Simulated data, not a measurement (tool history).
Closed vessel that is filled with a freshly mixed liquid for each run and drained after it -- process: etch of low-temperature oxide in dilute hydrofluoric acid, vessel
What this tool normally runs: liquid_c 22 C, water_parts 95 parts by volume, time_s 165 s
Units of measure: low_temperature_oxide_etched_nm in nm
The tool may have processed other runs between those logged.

| run | day | liquid_c | water_parts | time_s | read-back film thickness of the low-temperature oxide reference wafer, read on the same gauge (nm) | low_temperature_oxide_etched_nm |
|---|---|---|---|---|---|---|
| 1 | 0 | 22 | 95 | 115 | 90.02 | 18.26 |
| 2 | 2.612 | 22 | 95 | 165 | 89.98 | 26.57 |
| 3 | 7.108 | 23 | 110 | 165 | 90.01 | 23.4 |
| 4 | 19.212 | 23 | 110 | 165 | 89.98 | 24.25 |
| 5 | 21.958 | 23 | 110 | 165 | 89.99 | 24.49 |
| 6 | 24.521 | 22 | 95 | 165 | 89.98 | 28.03 |
| 7 | 26.804 | 22 | 95 | 165 | 90 | 28.16 |
| 8 | 35.346 | 22 | 95 | 135 | 89.98 | 23.26 |
| 9 | 39.467 | 22 | 95 | 165 | 90 | 28.82 |
| 10 | 41.046 | 22 | 95 | 135 | 89.99 | 23.73 |
| 11 | 42.654 | 19.5 | 55 | 210 | 89.99 | 59.84 |
| 12 | 45.092 | 27 | 125 | 225 | 89.99 | 35.33 |
|  | 47.842 | thermometer replaced |
| 13 | 48.775 | 23 | 110 | 165 | 89.99 | 25.27 |

For run 14, what comes out?
|  | 50.117 | gauge calibrated |
| 14 | 52.229 | 25 | 95 | 165 | ? | ? |

{"run 14": {"read-back film thickness of the low-temperature oxide reference wafer, read on the same gauge (nm)": 90.02, "low_temperature_oxide_etched_nm": 31.95}}
Had the tool carried no hidden state, the very same run would have given low_temperature_oxide_etched_nm 27.55 nm.
